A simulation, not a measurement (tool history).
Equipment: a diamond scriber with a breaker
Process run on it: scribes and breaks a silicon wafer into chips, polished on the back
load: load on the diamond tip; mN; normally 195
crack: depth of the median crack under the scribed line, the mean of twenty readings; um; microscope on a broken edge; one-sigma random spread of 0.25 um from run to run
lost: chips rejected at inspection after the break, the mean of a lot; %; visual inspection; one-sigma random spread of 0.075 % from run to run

run	hour	load	wafers since the last listed run	hours since the diamond tip was replaced	hours since the load on the tip was calibrated	incoming depth of the damage left on the back of the incoming wafer, um	crack	lost
1	0	233	0	271.9	232.7	0.04	16.44	1.41
2	91.2	241	424	363.1	323.9	0.03	16.99	1.65
3	196.1	195	487	468	428.8	0.03	14.85	1.33
4	285.8	195	417	557.7	518.5	0.03	14.39	1.43
5	321.9	195	167	593.8	554.6	0.03	14.75	1.54
6	395.3	195	341	667.2	628	0.01	14.41	1.43
7	448.6	195	247	720.5	681.3	0.05	14.71	1.63
# hour 512.5: diamond tip replaced by a new one
8	524.7	195	344	12.2	757.4	0.02	14.68	1.7
9	608.5	195	389	96	841.2	0.02	14.1	1.65
10	660.9	195	243	148.4	893.6	0.03	14.32	1.52
11	709.6	223	226	197.1	942.3	0.03	15.27	1.06
12	791.6	223	381	279.1	1024.3	0.02	15.24	0.91
13	848.6	195	265	336.1	1081.3	0.02	14.22	1.85
14	928.3	195	370	415.8	1161	0.04	14.16	1.56
15	1022.2	195	436	509.7	1254.9	0.04	14.28	1.64
16	1099.6	195	359	587.1	1332.3	0.04	14.14	2.07
17	1160.2	195	281	647.7	1392.9	0.01	14.19	1.87
18	1208.2	238	223	695.7	1440.9	0.03	15.37	0.91
# hour 1247.6: diamond tip replaced by a new one
19	1248.8	195	179	1.2	1481.5	0.04	14.44	2.04
20	1323.4	195	346	75.8	1556.1	0.01	14.31	1.73
21	1374.1	214	235	126.5	1606.8	0.01	15.52	1.29
# hour 1466.5: load on the tip recalibrated
22	1472.7	174	449	225.1	6.2	0.05	14.62	1.29
23	1541.3	147	319	293.7	74.8	0.04	13.29	3.95
24	1609.2	242	315	361.6	142.7	0.03	17.23	2.15
25	1660.8	243	239	413.2	194.3	0.03	17.13	2.16
26	1737.6	150	357	490	271.1	0.05	13.5	4.06
27	1830.7	232	432	583.1	364.2	0.04	16.68	1.34
28	1934.7	195	483	687.1	468.2	0.01	14.78	1.22
29	1986	222	238	738.4	519.5	0.03	16.09	1.15
# hour 2009: diamond tip replaced by a new one
30	2051.7	151	296	42.7	585.2	0.02	12.76	5.25
31	2127.4	230	352	118.4	660.9	0.04	16.2	1.01
32	2268.8	223	657	259.8	802.3	0.04	15.77	0.9
33	2437.3	166	783	428.3	970.8	0.03	13.48	3.64
34	2487.5	159	233	478.5	1021	0.01	12.89	4.93
35	2530.9	195	201	521.9	1064.4	0.02	14.78	1.62
36	2624	231	432	615	1157.5	0.05	15.59	1.07
# hour 2704.2: diamond tip replaced by a new one
37	2704.7	153	366	0.5	1238.2	0.05	12.62	6.39
38	2761.6	195	264	57.4	1295.1	0.05	14.49	1.99

What does the tool deliver on the next run?
39	2851.8	160	419	147.6	1385.3	0.01	?	?

Run 39 measured crack 12.91 um, lost 5.16 %.
With no hidden state in the tool, this same run would have given crack 14.02 um, lost 2.25 %.
